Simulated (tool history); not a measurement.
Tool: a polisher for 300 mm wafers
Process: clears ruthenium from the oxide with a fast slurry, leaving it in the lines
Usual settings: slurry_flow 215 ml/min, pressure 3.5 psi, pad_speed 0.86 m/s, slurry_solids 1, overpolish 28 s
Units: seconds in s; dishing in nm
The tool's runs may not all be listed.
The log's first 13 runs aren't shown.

| run | hour | slurry_flow | pressure | pad_speed | slurry_solids | overpolish | wafers since the last listed run | wafers polished on this pad | hours since the slurry nozzle was cleaned | hours since the head pressure was calibrated | hours since the slurry blender was calibrated | incoming thickness of the incoming film, nm | seconds | dishing |
|---|---|---|---|---|---|---|---|---|---|---|---|---|---|---|
| 14 | 159.7 | 290 | 2.6 | 0.96 | 1 | 28 | 102 | 302 | 344.3 | 28 | 52.8 | 300.9 | 71.4 | 59.6 |
| 15 | 168.6 | 215 | 3.5 | 0.86 | 1 | 14 | 66 | 368 | 353.2 | 36.9 | 61.7 | 294.9 | 60.8 | 45 |
| 16 | 183.2 | 215 | 3.5 | 0.72 | 0.85 | 17 | 109 | 478 | 367.8 | 51.5 | 76.3 | 302.4 | 77.5 | 44.6 |
| 17 | 190.8 | 215 | 4.1 | 0.86 | 1 | 36 | 57 | 535 | 375.4 | 59.1 | 83.9 | 302.6 | 52.7 | 73.7 |
| 18 | 203.1 | 215 | 4.1 | 0.86 | 0.75 | 28 | 92 | 627 | 387.7 | 71.4 | 96.2 | 296.5 | 55.2 | 66.7 |
|  | 210.8 | slurry nozzle cleaned |
| 19 | 220.1 | 175 | 3.5 | 0.86 | 1 | 28 | 120 | 747 | 9.3 | 88.4 | 113.2 | 302 | 62.7 | 63.9 |
| 20 | 228.5 | 215 | 3.5 | 0.86 | 1 | 28 | 63 | 810 | 17.7 | 96.8 | 121.6 | 302.5 | 61.3 | 64.3 |
| 21 | 245.8 | 145 | 3.5 | 0.86 | 0.7 | 28 | 129 | 940 | 35 | 114.1 | 138.9 | 304.6 | 72.2 | 61.4 |
| 22 | 258.8 | 215 | 2.3 | 0.94 | 0.9 | 36 | 97 | 1038 | 48 | 127.1 | 151.9 | 298.1 | 86.4 | 62.5 |
|  | 268 | worn pad replaced by a new one |
| 23 | 273.3 | 265 | 2.6 | 0.86 | 1 | 28 | 78 | 40 | 62.5 | 141.6 | 166.4 | 299.8 | 78.6 | 55.9 |

Forecast run 24:
| 24 | 281.3 | 165 | 3.5 | 0.86 | 1 | 33 | 60 | 100 | 70.5 | 149.6 | 174.4 | 298.5 | ? | ? |

{"run 24": {"seconds": 61.3, "dishing": 65.6}}
Without the tool's hidden state the same run would have given seconds 63.2 s, dishing 64.9 nm.

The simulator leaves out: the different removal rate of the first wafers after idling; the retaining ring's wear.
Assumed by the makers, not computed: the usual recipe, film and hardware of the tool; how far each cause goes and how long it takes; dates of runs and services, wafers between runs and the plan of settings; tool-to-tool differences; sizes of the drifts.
